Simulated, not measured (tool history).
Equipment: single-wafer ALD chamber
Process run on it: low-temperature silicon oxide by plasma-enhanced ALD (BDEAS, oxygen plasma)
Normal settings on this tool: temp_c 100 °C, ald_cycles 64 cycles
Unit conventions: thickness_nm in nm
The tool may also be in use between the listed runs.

| run | hour | temp_c | ald_cycles | read-back reference wafer on the same gauge, thickness_nm | thickness_nm |
|---|---|---|---|---|---|
| 1 | 0 | 100 | 64 | 7.017 | 8.897 |
| 2 | 54.2 | 100 | 64 | 7.021 | 8.892 |
| 3 | 115.1 | 105 | 64 | 7.021 | 8.735 |
| 4 | 168.2 | 105 | 64 | 7.018 | 8.808 |
| 5 | 236.1 | 105 | 64 | 7.023 | 8.751 |
| 6 | 281.4 | 100 | 68 | 7.019 | 9.457 |
| 7 | 349.2 | 100 | 64 | 7.021 | 8.954 |
| 8 | 385 | 100 | 57 | 7.021 | 7.941 |
| 9 | 455.6 | 100 | 57 | 7.02 | 7.966 |
| 10 | 503.7 | 100 | 57 | 7.018 | 7.99 |
|  | 525.8 | thermocouple changed; heater temperature recalibrated |
| 11 | 534 | 100 | 64 | 7.019 | 8.733 |
| 12 | 576.1 | 100 | 64 | 7.022 | 8.761 |
| 13 | 637.4 | 100 | 64 | 7.019 | 8.766 |
|  | 661.1 | gauge calibrated |
| 14 | 697.2 | 110 | 70 | 7.022 | 9.423 |
| 15 | 740.4 | 90 | 52 | 7.02 | 7.345 |
| 16 | 776.8 | 100 | 64 | 7.023 | 8.742 |
| 17 | 973.2 | 111 | 58 | 7.015 | 7.77 |
| 18 | 1016.2 | 96 | 70 | 7.016 | 9.706 |

Expected results for the next run?
| 19 | 1082.4 | 113 | 64 | ? | ? |

{"run 19": {"read-back reference wafer on the same gauge, thickness_nm": 7.017, "thickness_nm": 8.54}}
Minus the tool's unlogged condition, the same run would have read thickness_nm 8.532 nm.

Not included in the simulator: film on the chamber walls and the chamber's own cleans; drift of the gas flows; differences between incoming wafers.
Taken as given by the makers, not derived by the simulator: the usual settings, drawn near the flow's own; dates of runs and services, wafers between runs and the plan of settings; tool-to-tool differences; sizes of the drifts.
